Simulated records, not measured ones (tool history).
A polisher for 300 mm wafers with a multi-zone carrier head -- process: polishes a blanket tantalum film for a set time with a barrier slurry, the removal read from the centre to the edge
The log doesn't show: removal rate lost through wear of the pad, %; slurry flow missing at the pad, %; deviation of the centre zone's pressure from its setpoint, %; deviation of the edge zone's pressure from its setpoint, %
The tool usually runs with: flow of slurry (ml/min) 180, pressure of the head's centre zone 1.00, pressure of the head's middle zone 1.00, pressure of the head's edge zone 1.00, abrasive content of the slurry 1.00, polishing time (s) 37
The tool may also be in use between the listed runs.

run    hour  flow of slurry (ml/min)  pressure of the head's centre zone  pressure of the head's middle zone  pressure of the head's edge zone  abrasive content of the slurry  polishing time (s)  wafers since the last listed run  wafers polished on this pad  hours since the slurry nozzle was cleaned  hours since the centre zone pressure was calibrated  hours since the edge zone pressure was calibrated  hours since the carrier head's membrane was replaced  incoming thickness of the incoming film, nm  film removed at the wafer's centre (nm)  film removed at mid-radius (nm)  film removed at the wafer's edge (nm)
  1     0.0                      180                                1.00                                1.00                              1.00                            1.00                  37                                 0                         1680                                      396.5                                                141.0                                              813.4                                                 498.0                                        310.8                                     78.4                             80.9                                   79.5
       20.4  -- carrier head's membrane replaced by a new one
  2    51.7                      180                                1.00                                1.00                              1.00                            1.00                  37                               292                         1973                                      448.2                                                192.7                                              865.1                                                  31.3                                        308.4                                     78.4                             79.3                                   79.5
  3   121.8                      180                                1.00                                1.00                              1.00                            1.10                  37                               439                         2412                                      518.3                                                262.8                                              935.2                                                 101.4                                        310.3                                     82.9                             80.4                                   80.2
      140.8  -- worn pad replaced by a new one
  4   158.6                      180                                1.00                                1.00                              1.00                            1.10                  37                               205                          111                                      555.1                                                299.6                                              972.0                                                 138.2                                        304.6                                     85.0                             85.5                                   86.7
  5   212.3                      180                                1.00                                1.00                              1.00                            1.10                  37                               336                          448                                      608.8                                                353.3                                             1025.7                                                 191.9                                        311.1                                     85.2                             84.4                                   84.9
      228.1  -- slurry nozzle cleaned
  6   283.8                      180                                1.00                                1.00                              1.00                            1.00                  37                               442                          890                                       55.7                                                424.8                                             1097.2                                                 263.4                                        309.4                                     82.2                             82.4                                   82.4
  7   353.7                      180                                1.00                                1.00                              1.00                            1.00                  37                               438                         1328                                      125.6                                                494.7                                             1167.1                                                 333.3                                        308.5                                     80.7                             79.7                                   82.0
  8   425.4                      180                                1.00                                1.00                              1.00                            1.00                  37                               449                         1777                                      197.3                                                566.4                                             1238.8                                                 405.0                                        309.0                                     81.1                             79.3                                   79.6
      432.2  -- centre zone pressure recalibrated
      474.0  -- carrier head's membrane replaced by a new one
      474.1  -- worn pad replaced by a new one
  9   474.5                      180                                1.00                                1.00                              1.00                            1.10                  27                               263                            2                                      246.4                                                 42.3                                             1287.9                                                   0.5                                        304.6                                     61.3                             62.5                                   64.5
      529.2  -- edge zone pressure recalibrated
 10   529.7                      215                                1.00                                1.04                              1.06                            1.30                  37                               333                          335                                      301.6                                                 97.5                                                0.5                                                  55.7                                        307.0                                     90.7                             93.1                                   95.0
 11   585.6                      155                                1.00                                1.00                              1.00                            1.00                  30                               350                          686                                      357.5                                                153.4                                               56.4                                                 111.6                                        308.7                                     64.6                             64.2                                   65.9
 12   676.5                      180                                1.00                                0.89                              1.00                            1.10                  43                               569                         1256                                      448.4                                                244.3                                              147.3                                                 202.5                                        307.1                                     98.2                             87.4                                   96.1
 13   700.9                      245                                1.00                                1.07                              0.89                            1.00                  31                               152                         1409                                      472.8                                                268.7                                              171.7                                                 226.9                                        306.5                                     71.2                             74.9                                   68.0
 14   745.5                      160                                1.08                                1.00                              1.00                            0.85                  46                               279                         1688                                      517.4                                                313.3                                              216.3                                                 271.5                                        309.7                                    103.0                             91.6                                   93.2
      781.8  -- worn pad replaced by a new one
 15   788.4                      180                                1.00                                0.89                              1.00                            1.10                  43                               243                           41                                      560.3                                                356.2                                              259.2                                                 314.4                                        310.2                                     97.6                             87.4                                  100.8
 16   833.7                      200                                1.00                                1.00                              1.00                            0.75                  47                               284                          325                                      605.6                                                401.5                                              304.5                                                 359.7                                        311.9                                    101.9                            100.5                                   99.9
      846.4  -- slurry nozzle cleaned
 17   893.1                      160                                1.00                                1.00                              0.94                            1.00                  44                               366                          691                                       46.7                                                460.9                                              363.9                                                 419.1                                        310.5                                     95.6                             94.5                                   94.6
      946.4  -- centre zone pressure recalibrated
 18   956.6                      180                                1.07                                1.00                              1.00                            1.00                  37                               385                         1077                                      110.2                                                 10.2                                              427.4                                                 482.6                                        311.7                                     88.0                             82.4                                   82.0
      983.8  -- carrier head's membrane replaced by a new one
 19  1001.4                      180                                0.93                                0.97                              1.00                            1.00                  37                               249                         1326                                      155.0                                                 55.0                                              472.2                                                  17.6                                        308.5                                     76.2                             78.4                                   81.5
 20  1062.5                      180                                0.93                                1.00                              1.00                            1.00                  37                               383                         1709                                      216.1                                                116.1                                              533.3                                                  78.7                                        308.3                                     76.2                             80.4                                   81.2
 21  1115.9                      180                                1.00                                1.00                              1.00                            1.00                  37                               334                         2044                                      269.5                                                169.5                                              586.7                                                 132.1                                        310.1                                     79.7                             78.9                                   81.3
     1157.1  -- worn pad replaced by a new one
 22  1164.6                      150                                1.00                                1.00                              1.00                            1.00                  29                               280                           46                                      318.2                                                218.2                                              635.4                                                 180.8                                        306.2                                     63.1                             61.9                                   63.6

What if the next run were any one of these 3? Each begins from the tool's condition after run 22:
  A  1165.0                      180                                0.96                                1.00                              1.00                            1.00                  37                                 2                           49                                      318.6                                                218.6                                              635.8                                                 181.2                                        313.9                                        ?                                ?                                      ?
  B  1165.0                      180                                0.92                                1.00                              1.07                            0.75                  28                                 2                           49                                      318.6                                                218.6                                              635.8                                                 181.2                                        313.9                                        ?                                ?                                      ?
  C  1165.0                      180                                1.04                                0.95                              0.96                            1.00                  37                                 2                           49                                      318.6                                                218.6                                              635.8                                                 181.2                                        313.9                                        ?                                ?                                      ?

run  film removed at the wafer's centre (nm)  film removed at mid-radius (nm)  film removed at the wafer's edge (nm)
  A                                     81.4                             82.6                                   84.7
  B                                     54.9                             58.2                                   61.4
  C                                     88.2                             79.1                                   83.3
Without the tool's unlogged condition, the same runs would have read:
run  film removed at the wafer's centre (nm)  film removed at mid-radius (nm)  film removed at the wafer's edge (nm)
  A                                     81.8                             83.1                                   85.1
  B                                     55.2                             58.5                                   61.7
  C                                     88.6                             79.5                                   83.7
